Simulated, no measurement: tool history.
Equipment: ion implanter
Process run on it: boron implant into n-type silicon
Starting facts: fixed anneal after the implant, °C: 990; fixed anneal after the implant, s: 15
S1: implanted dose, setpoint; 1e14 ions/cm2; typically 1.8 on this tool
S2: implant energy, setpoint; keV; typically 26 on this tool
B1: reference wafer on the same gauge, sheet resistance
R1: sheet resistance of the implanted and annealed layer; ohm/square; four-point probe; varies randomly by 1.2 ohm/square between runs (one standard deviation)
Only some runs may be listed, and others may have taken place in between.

run,hour,S1,S2,B1,R1
1,0,1.68,20,405.86,538.08
2,100,1.68,20,406,541.87
# hour 132.9: gauge calibrated
3,176.3,1.68,20,405.98,538.29
# hour 189.2: Faraday cup replaced and dose calibrated
4,243.8,1.8,26,406.13,484.33
5,341.5,2.13,22.5,406.11,438.04
6,440.9,2.13,22.5,406.13,436.88
7,546,2.13,22.5,406.17,439.98
8,616.8,1.8,26,406.08,488.21
9,694.3,1.8,26,406.18,488
10,1008.6,1.8,21,405.97,506.1
11,1050.7,1.8,21,406.1,507.77
12,1145,1.8,21,405.87,506.06
13,1229.5,1.8,26,406.03,491.61
# hour 1330: Faraday cup replaced and dose calibrated
14,1346.4,1.39,35,406.07,559.23
15,1391.2,2.31,32,406.07,394.86
16,1468.8,1.59,30,406.08,521.26
17,1541.8,1.8,30.5,406.23,476.27
# hour 1580.2: extraction supply calibrated
18,1610.6,2.14,19.5,406.02,445.72
19,1655.6,2.13,22.5,405.99,437.1
# hour 1730.9: gauge calibrated
20,1746.5,1.8,17.5,405.97,518.59
21,1832,1.8,26,406.21,489.44
22,1910.4,1.8,26,405.84,490.67
23,2011.4,1.29,26,405.79,625.02
24,2060.4,1.8,26,405.86,491.14
25,2101,1.58,22,405.99,553.88
26,2176.5,2.3,32,405.86,399.06
27,2255.2,1.8,19,406.2,514.71

3 options for the next run, each taken on its own from the tool as it stands now. Forecast them:
A,2255.6,1.8,26,?,?
B,2255.6,2.32,31.5,?,?
C,2255.6,1.58,23,?,?

run,B1,R1
A,406.09,492.92
B,406.09,398.64
C,406.09,553.26
What these runs would have given with no unlogged condition in the tool:
run,R1
A,485.75
B,392.92
C,545.13
